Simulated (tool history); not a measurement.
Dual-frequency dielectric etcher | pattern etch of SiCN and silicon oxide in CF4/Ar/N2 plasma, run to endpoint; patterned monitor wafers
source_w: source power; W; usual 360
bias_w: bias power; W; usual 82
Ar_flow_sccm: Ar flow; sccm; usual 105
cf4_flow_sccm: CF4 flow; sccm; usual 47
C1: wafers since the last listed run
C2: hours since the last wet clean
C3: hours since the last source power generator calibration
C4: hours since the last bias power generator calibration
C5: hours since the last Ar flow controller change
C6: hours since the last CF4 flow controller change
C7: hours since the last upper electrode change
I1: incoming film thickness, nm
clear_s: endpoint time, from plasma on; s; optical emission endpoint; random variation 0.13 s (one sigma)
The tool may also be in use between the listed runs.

{"run": 1, "hour": 0.0, "source_w": 360, "bias_w": 82, "Ar_flow_sccm": 105, "cf4_flow_sccm": 47, "C1": 0, "C2": 378.9, "C3": 3111.2, "C4": 3322.5, "C5": 1311.9, "C6": 3774.8, "C7": 3305.0, "I1": 9.36, "clear_s": 15.7}
{"run": 2, "hour": 14.6, "source_w": 360, "bias_w": 82, "Ar_flow_sccm": 105, "cf4_flow_sccm": 47, "C1": 224, "C2": 393.5, "C3": 3125.8, "C4": 3337.1, "C5": 1326.5, "C6": 3789.4, "C7": 3319.6, "I1": 9.43, "clear_s": 15.9}
{"hour": 48.1, "done": "wet clean of the chamber"}
{"hour": 48.1, "done": "CF4 flow controller replaced"}
{"run": 3, "hour": 48.6, "source_w": 300, "bias_w": 82, "Ar_flow_sccm": 118, "cf4_flow_sccm": 47, "C1": 153, "C2": 0.5, "C3": 3159.8, "C4": 3371.1, "C5": 1360.5, "C6": 0.5, "C7": 3353.6, "I1": 9.41, "clear_s": 18.6}
{"hour": 96.0, "done": "upper electrode replaced"}
{"run": 4, "hour": 96.5, "source_w": 300, "bias_w": 82, "Ar_flow_sccm": 118, "cf4_flow_sccm": 47, "C1": 366, "C2": 48.4, "C3": 3207.7, "C4": 3419.0, "C5": 1408.4, "C6": 48.4, "C7": 0.5, "I1": 9.44, "clear_s": 19.3}
{"run": 5, "hour": 96.9, "source_w": 300, "bias_w": 82, "Ar_flow_sccm": 118, "cf4_flow_sccm": 47, "C1": 6, "C2": 48.8, "C3": 3208.1, "C4": 3419.4, "C5": 1408.8, "C6": 48.8, "C7": 0.9, "I1": 9.42, "clear_s": 19.0}
{"run": 6, "hour": 114.5, "source_w": 360, "bias_w": 82, "Ar_flow_sccm": 105, "cf4_flow_sccm": 56, "C1": 270, "C2": 66.4, "C3": 3225.7, "C4": 3437.0, "C5": 1426.4, "C6": 66.4, "C7": 18.5, "I1": 9.46, "clear_s": 14.9}
{"run": 7, "hour": 126.9, "source_w": 290, "bias_w": 82, "Ar_flow_sccm": 121, "cf4_flow_sccm": 47, "C1": 190, "C2": 78.8, "C3": 3238.1, "C4": 3449.4, "C5": 1438.8, "C6": 78.8, "C7": 30.9, "I1": 9.38, "clear_s": 19.7}
{"run": 8, "hour": 155.1, "source_w": 360, "bias_w": 82, "Ar_flow_sccm": 105, "cf4_flow_sccm": 47, "C1": 432, "C2": 107.0, "C3": 3266.3, "C4": 3477.6, "C5": 1467.0, "C6": 107.0, "C7": 59.1, "I1": 9.4, "clear_s": 15.2}
{"run": 9, "hour": 172.0, "source_w": 290, "bias_w": 82, "Ar_flow_sccm": 105, "cf4_flow_sccm": 47, "C1": 259, "C2": 123.9, "C3": 3283.2, "C4": 3494.5, "C5": 1483.9, "C6": 123.9, "C7": 76.0, "I1": 9.33, "clear_s": 19.2}
{"run": 10, "hour": 206.7, "source_w": 360, "bias_w": 82, "Ar_flow_sccm": 86, "cf4_flow_sccm": 47, "C1": 532, "C2": 158.6, "C3": 3317.9, "C4": 3529.2, "C5": 1518.6, "C6": 158.6, "C7": 110.7, "I1": 9.34, "clear_s": 14.7}
{"run": 11, "hour": 229.8, "source_w": 360, "bias_w": 82, "Ar_flow_sccm": 105, "cf4_flow_sccm": 47, "C1": 354, "C2": 181.7, "C3": 3341.0, "C4": 3552.3, "C5": 1541.7, "C6": 181.7, "C7": 133.8, "I1": 9.36, "clear_s": 15.2}
{"hour": 258.2, "done": "bias power generator calibrated"}
{"run": 12, "hour": 258.7, "source_w": 340, "bias_w": 66, "Ar_flow_sccm": 117, "cf4_flow_sccm": 47, "C1": 382, "C2": 210.6, "C3": 3369.9, "C4": 0.5, "C5": 1570.6, "C6": 210.6, "C7": 162.7, "I1": 9.39, "clear_s": 18.7}
{"run": 13, "hour": 288.7, "source_w": 400, "bias_w": 74, "Ar_flow_sccm": 105, "cf4_flow_sccm": 47, "C1": 460, "C2": 240.6, "C3": 3399.9, "C4": 30.5, "C5": 1600.6, "C6": 240.6, "C7": 192.7, "I1": 9.37, "clear_s": 14.7}
{"hour": 309.8, "done": "Ar flow controller replaced"}
{"run": 14, "hour": 310.3, "source_w": 360, "bias_w": 82, "Ar_flow_sccm": 105, "cf4_flow_sccm": 47, "C1": 239, "C2": 262.2, "C3": 3421.5, "C4": 52.1, "C5": 0.5, "C6": 262.2, "C7": 214.3, "I1": 9.37, "clear_s": 15.6}
{"run": 15, "hour": 334.9, "source_w": 360, "bias_w": 74, "Ar_flow_sccm": 81, "cf4_flow_sccm": 57, "C1": 377, "C2": 286.8, "C3": 3446.1, "C4": 76.7, "C5": 25.1, "C6": 286.8, "C7": 238.9, "I1": 9.43, "clear_s": 15.1}
{"run": 16, "hour": 350.7, "source_w": 340, "bias_w": 82, "Ar_flow_sccm": 126, "cf4_flow_sccm": 47, "C1": 242, "C2": 302.6, "C3": 3461.9, "C4": 92.5, "C5": 40.9, "C6": 302.6, "C7": 254.7, "I1": 9.41, "clear_s": 16.9}
{"hour": 356.5, "done": "source power generator calibrated"}
{"run": 17, "hour": 375.1, "source_w": 360, "bias_w": 82, "Ar_flow_sccm": 105, "cf4_flow_sccm": 47, "C1": 313, "C2": 327.0, "C3": 18.6, "C4": 116.9, "C5": 65.3, "C6": 327.0, "C7": 279.1, "I1": 9.35, "clear_s": 15.5}
{"run": 18, "hour": 407.2, "source_w": 280, "bias_w": 82, "Ar_flow_sccm": 82, "cf4_flow_sccm": 47, "C1": 492, "C2": 359.1, "C3": 50.7, "C4": 149.0, "C5": 97.4, "C6": 359.1, "C7": 311.2, "I1": 9.41, "clear_s": 20.1}
{"run": 19, "hour": 433.0, "source_w": 360, "bias_w": 92, "Ar_flow_sccm": 85, "cf4_flow_sccm": 47, "C1": 395, "C2": 384.9, "C3": 76.5, "C4": 174.8, "C5": 123.2, "C6": 384.9, "C7": 337.0, "I1": 9.37, "clear_s": 14.5}
{"run": 20, "hour": 464.3, "source_w": 450, "bias_w": 82, "Ar_flow_sccm": 115, "cf4_flow_sccm": 47, "C1": 480, "C2": 416.2, "C3": 107.8, "C4": 206.1, "C5": 154.5, "C6": 416.2, "C7": 368.3, "I1": 9.35, "clear_s": 12.8}
{"hour": 503.5, "done": "wet clean of the chamber"}
{"run": 21, "hour": 527.4, "source_w": 400, "bias_w": 67, "Ar_flow_sccm": 105, "cf4_flow_sccm": 47, "C1": 600, "C2": 23.9, "C3": 170.9, "C4": 269.2, "C5": 217.6, "C6": 479.3, "C7": 431.4, "I1": 9.32, "clear_s": 14.8}
{"run": 22, "hour": 540.2, "source_w": 300, "bias_w": 102, "Ar_flow_sccm": 88, "cf4_flow_sccm": 39, "C1": 196, "C2": 36.7, "C3": 183.7, "C4": 282.0, "C5": 230.4, "C6": 492.1, "C7": 444.2, "I1": 9.41, "clear_s": 17.1}
{"run": 23, "hour": 558.8, "source_w": 360, "bias_w": 82, "Ar_flow_sccm": 105, "cf4_flow_sccm": 47, "C1": 285, "C2": 55.3, "C3": 202.3, "C4": 300.6, "C5": 249.0, "C6": 510.7, "C7": 462.8, "I1": 9.37, "clear_s": 15.0}

Forecast each of these 5 alternatives for the next run:
{"run": "A", "hour": 559.2, "source_w": 360, "bias_w": 82, "Ar_flow_sccm": 105, "cf4_flow_sccm": 47, "C1": 6, "C2": 55.7, "C3": 202.7, "C4": 301.0, "C5": 249.4, "C6": 511.1, "C7": 463.2, "I1": 9.45, "clear_s": "?"}
{"run": "B", "hour": 559.2, "source_w": 320, "bias_w": 70, "Ar_flow_sccm": 126, "cf4_flow_sccm": 54, "C1": 6, "C2": 55.7, "C3": 202.7, "C4": 301.0, "C5": 249.4, "C6": 511.1, "C7": 463.2, "I1": 9.45, "clear_s": "?"}
{"run": "C", "hour": 559.2, "source_w": 360, "bias_w": 71, "Ar_flow_sccm": 98, "cf4_flow_sccm": 39, "C1": 6, "C2": 55.7, "C3": 202.7, "C4": 301.0, "C5": 249.4, "C6": 511.1, "C7": 463.2, "I1": 9.45, "clear_s": "?"}
{"run": "D", "hour": 559.2, "source_w": 330, "bias_w": 82, "Ar_flow_sccm": 80, "cf4_flow_sccm": 47, "C1": 6, "C2": 55.7, "C3": 202.7, "C4": 301.0, "C5": 249.4, "C6": 511.1, "C7": 463.2, "I1": 9.45, "clear_s": "?"}
{"run": "E", "hour": 559.2, "source_w": 430, "bias_w": 82, "Ar_flow_sccm": 105, "cf4_flow_sccm": 47, "C1": 6, "C2": 55.7, "C3": 202.7, "C4": 301.0, "C5": 249.4, "C6": 511.1, "C7": 463.2, "I1": 9.45, "clear_s": "?"}

run=A clear_s=15.5
run=B clear_s=18.8
run=C clear_s=17.2
run=D clear_s=16.3
run=E clear_s=12.9
Without the tool's hidden state the same runs would have given:
run=A clear_s=15.4
run=B clear_s=18.7
run=C clear_s=17.1
run=D clear_s=16.2
run=E clear_s=12.8
